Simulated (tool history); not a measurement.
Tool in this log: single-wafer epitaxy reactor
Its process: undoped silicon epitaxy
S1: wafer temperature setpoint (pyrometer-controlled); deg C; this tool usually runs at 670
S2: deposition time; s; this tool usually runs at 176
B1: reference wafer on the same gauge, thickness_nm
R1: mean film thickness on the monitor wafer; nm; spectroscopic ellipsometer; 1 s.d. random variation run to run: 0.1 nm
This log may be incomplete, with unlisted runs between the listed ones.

run,hour,S1,S2,B1,R1
1,0.0,670,176,40.527,44.698
2,19.7,670,176,40.499,44.746
3,40.1,670,176,40.494,44.843
4,57.2,660,176,40.500,35.142
5,92.1,670,176,40.522,44.706
6,108.3,670,176,40.511,44.753
7,129.5,670,176,40.490,44.712
8,162.0,670,176,40.480,44.536
9,174.8,670,185,40.513,46.744
10,197.5,670,176,40.496,44.466
11,222.0,670,176,40.499,44.570
12,255.0,670,202,40.508,50.937
13,276.6,674,176,40.450,48.628
14,296.5,674,176,40.496,48.657
15,326.9,670,176,40.461,44.253
16,346.9,670,176,40.485,44.105
17,375.9,655,150,40.480,26.165
18,465.4,662,203,40.479,43.306
19,492.1,670,156,40.540,40.322
20,505.9,680,155,40.512,50.543
21,519.6,680,176,40.471,57.535
22,534.3,670,152,40.505,39.261
23,568.3,683,176,40.528,61.419
24,587.8,658,166,40.513,32.111
25,609.1,658,151,40.554,29.190
26,644.6,683,144,40.507,50.412
27,661.8,677,176,40.531,53.506
28,677.1,676,151,40.461,44.806
29,699.7,670,176,40.532,45.316
30,717.7,670,176,40.520,45.536
31,730.7,661,190,40.480,39.480
32,745.8,670,176,40.513,45.487
33,760.7,670,176,40.504,45.444

Between the runs listed above, the log contained 2 entries, not reproduced here. Where in the sequence does each belong, and how does what the log doesn't record of the tool's condition differ from the listed run before to the listed run after?
Logged between run 17 and run 18: pyrometer calibrated (hour 411.9)
  wafer temperature above the value expected at the setpoint (K): -1.43 -> -0.0743
  difference, measured minus the result without the unlogged condition, R1: -0.944 -> -0.078 nm
Logged between run 23 and run 24: gauge calibrated (hour 574.4)
  wafer temperature above the value expected at the setpoint (K): -0.098 -> -0.105
  difference, measured minus the result without the unlogged condition, R1: -0.139 -> -0.082 nm
